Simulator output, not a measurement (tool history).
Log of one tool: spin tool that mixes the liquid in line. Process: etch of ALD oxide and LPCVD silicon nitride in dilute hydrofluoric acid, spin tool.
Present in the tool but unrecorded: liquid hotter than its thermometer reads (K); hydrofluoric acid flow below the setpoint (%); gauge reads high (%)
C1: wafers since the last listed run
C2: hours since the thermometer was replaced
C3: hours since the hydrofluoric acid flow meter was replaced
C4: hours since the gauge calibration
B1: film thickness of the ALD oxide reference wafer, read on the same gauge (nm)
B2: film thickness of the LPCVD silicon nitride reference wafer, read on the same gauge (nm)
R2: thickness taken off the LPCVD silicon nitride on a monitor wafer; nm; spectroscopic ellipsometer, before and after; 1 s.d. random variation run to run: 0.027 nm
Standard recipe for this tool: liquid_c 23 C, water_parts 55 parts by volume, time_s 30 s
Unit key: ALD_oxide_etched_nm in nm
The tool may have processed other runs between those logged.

run 1 day=0 | liquid_c=21.5 water_parts=55 time_s=45 | C1=0 C2=1797.9 C3=369.7 C4=1192.8 | B1=88.37 B2=29.465 | ALD_oxide_etched_nm=8.07 R2=0.303
run 2 day=2.092 | liquid_c=21.5 water_parts=55 time_s=45 | C1=527 C2=1848.1 C3=419.9 C4=1243 | B1=88.34 B2=29.433 | ALD_oxide_etched_nm=8.05 R2=0.29
run 3 day=6.088 | liquid_c=23 water_parts=55 time_s=30 | C1=1007 C2=1944 C3=515.8 C4=1338.9 | B1=88.31 B2=29.437 | ALD_oxide_etched_nm=5.73 R2=0.287
run 4 day=10.392 | liquid_c=23 water_parts=55 time_s=30 | C1=1085 C2=2047.3 C3=619.1 C4=1442.2 | B1=88.28 B2=29.428 | ALD_oxide_etched_nm=5.71 R2=0.189
-- day=14.658 hydrofluoric acid flow meter replaced
run 5 day=14.846 | liquid_c=20.5 water_parts=55 time_s=30 | C1=1112 C2=2154.2 C3=4.5 C4=1549.1 | B1=88.24 B2=29.423 | ALD_oxide_etched_nm=5.16 R2=0.183
run 6 day=20.217 | liquid_c=19 water_parts=45 time_s=15 | C1=1354 C2=2283.1 C3=133.4 C4=1678 | B1=88.22 B2=29.447 | ALD_oxide_etched_nm=2.99 R2=0.107
-- day=21.692 gauge calibrated
-- day=22.129 thermometer replaced
run 7 day=23.825 | liquid_c=20.5 water_parts=55 time_s=50 | C1=899 C2=40.7 C3=220 C4=51.2 | B1=89.85 B2=29.927 | ALD_oxide_etched_nm=8.81 R2=0.339
run 8 day=26.196 | liquid_c=23 water_parts=55 time_s=30 | C1=597 C2=97.6 C3=276.9 C4=108.1 | B1=89.64 B2=29.845 | ALD_oxide_etched_nm=5.83 R2=0.241
run 9 day=28.504 | liquid_c=23 water_parts=55 time_s=30 | C1=582 C2=153 C3=332.3 C4=163.5 | B1=89.51 B2=29.835 | ALD_oxide_etched_nm=5.83 R2=0.279
run 10 day=30.575 | liquid_c=23 water_parts=40 time_s=15 | C1=522 C2=202.7 C3=382 C4=213.2 | B1=89.38 B2=29.821 | ALD_oxide_etched_nm=4.07 R2=0.176
run 11 day=33.771 | liquid_c=23 water_parts=30 time_s=30 | C1=805 C2=279.4 C3=458.7 C4=289.9 | B1=89.18 B2=29.733 | ALD_oxide_etched_nm=10.93 R2=0.434
run 12 day=36.296 | liquid_c=23 water_parts=55 time_s=30 | C1=636 C2=340 C3=519.3 C4=350.5 | B1=89.07 B2=29.717 | ALD_oxide_etched_nm=5.8 R2=0.213
run 13 day=40.454 | liquid_c=28 water_parts=55 time_s=35 | C1=1048 C2=439.8 C3=619.1 C4=450.3 | B1=88.89 B2=29.591 | ALD_oxide_etched_nm=8.26 R2=0.287
run 14 day=44.783 | liquid_c=23 water_parts=55 time_s=30 | C1=1091 C2=543.7 C3=723 C4=554.2 | B1=88.72 B2=29.583 | ALD_oxide_etched_nm=5.76 R2=0.219
-- day=46.392 hydrofluoric acid flow meter replaced
run 15 day=47.238 | liquid_c=23 water_parts=55 time_s=30 | C1=608 C2=602.6 C3=20.3 C4=613.1 | B1=88.65 B2=29.562 | ALD_oxide_etched_nm=5.78 R2=0.202
run 16 day=50.771 | liquid_c=18 water_parts=40 time_s=30 | C1=891 C2=687.4 C3=105.1 C4=697.9 | B1=88.53 B2=29.543 | ALD_oxide_etched_nm=6.53 R2=0.209
run 17 day=53.738 | liquid_c=27 water_parts=55 time_s=45 | C1=748 C2=758.6 C3=176.3 C4=769.1 | B1=88.49 B2=29.469 | ALD_oxide_etched_nm=10.13 R2=0.394
run 18 day=58.108 | liquid_c=27.5 water_parts=55 time_s=15 | C1=1102 C2=863.5 C3=281.2 C4=874 | B1=88.37 B2=29.426 | ALD_oxide_etched_nm=3.43 R2=0.162
run 19 day=61.246 | liquid_c=23 water_parts=55 time_s=30 | C1=791 C2=938.8 C3=356.5 C4=949.3 | B1=88.32 B2=29.453 | ALD_oxide_etched_nm=5.71 R2=0.264
run 20 day=64.362 | liquid_c=23 water_parts=35 time_s=35 | C1=785 C2=1013.6 C3=431.3 C4=1024.1 | B1=88.25 B2=29.438 | ALD_oxide_etched_nm=10.83 R2=0.436
run 21 day=67.838 | liquid_c=27.5 water_parts=30 time_s=30 | C1=876 C2=1097 C3=514.7 C4=1107.5 | B1=88.25 B2=29.419 | ALD_oxide_etched_nm=13.09 R2=0.592
run 22 day=71.417 | liquid_c=23 water_parts=55 time_s=30 | C1=902 C2=1182.9 C3=600.6 C4=1193.4 | B1=88.19 B2=29.411 | ALD_oxide_etched_nm=5.73 R2=0.234
run 23 day=74.917 | liquid_c=20.5 water_parts=55 time_s=30 | C1=882 C2=1266.9 C3=684.6 C4=1277.4 | B1=88.16 B2=29.331 | ALD_oxide_etched_nm=5.16 R2=0.212
run 24 day=76.833 | liquid_c=23 water_parts=55 time_s=15 | C1=483 C2=1312.9 C3=730.6 C4=1323.4 | B1=88.15 B2=29.399 | ALD_oxide_etched_nm=2.85 R2=0.134
-- day=80.746 hydrofluoric acid flow meter replaced
run 25 day=81.312 | liquid_c=23 water_parts=40 time_s=50 | C1=1119 C2=1420.4 C3=13.6 C4=1430.9 | B1=88.1 B2=29.341 | ALD_oxide_etched_nm=13.39 R2=0.532
run 26 day=83.342 | liquid_c=26 water_parts=55 time_s=20 | C1=511 C2=1469.1 C3=62.3 C4=1479.6 | B1=88.09 B2=29.343 | ALD_oxide_etched_nm=4.31 R2=0.156

Forecast each of these 4 alternatives for the next run:
run A day=83.358 | liquid_c=23 water_parts=55 time_s=30 | C1=4 C2=1469.5 C3=62.7 C4=1480 | B1=? B2=? | ALD_oxide_etched_nm=? R2=?
run B day=83.358 | liquid_c=20.5 water_parts=55 time_s=15 | C1=4 C2=1469.5 C3=62.7 C4=1480 | B1=? B2=? | ALD_oxide_etched_nm=? R2=?
run C day=83.358 | liquid_c=23 water_parts=65 time_s=30 | C1=4 C2=1469.5 C3=62.7 C4=1480 | B1=? B2=? | ALD_oxide_etched_nm=? R2=?
run D day=83.358 | liquid_c=20.5 water_parts=30 time_s=20 | C1=4 C2=1469.5 C3=62.7 C4=1480 | B1=? B2=? | ALD_oxide_etched_nm=? R2=?

run=A B1=88.09 B2=29.378 ALD_oxide_etched_nm=5.73 R2=0.236
run=B B1=88.09 B2=29.378 ALD_oxide_etched_nm=2.58 R2=0.1
run=C B1=88.09 B2=29.378 ALD_oxide_etched_nm=4.79 R2=0.201
run=D B1=88.09 B2=29.378 ALD_oxide_etched_nm=6.5 R2=0.239
Take away the tool's hidden state, keep each run's random variation, and the runs would have read:
run=A ALD_oxide_etched_nm=5.85 R2=0.241
run=B ALD_oxide_etched_nm=2.64 R2=0.102
run=C ALD_oxide_etched_nm=4.89 R2=0.205
run=D ALD_oxide_etched_nm=6.64 R2=0.244
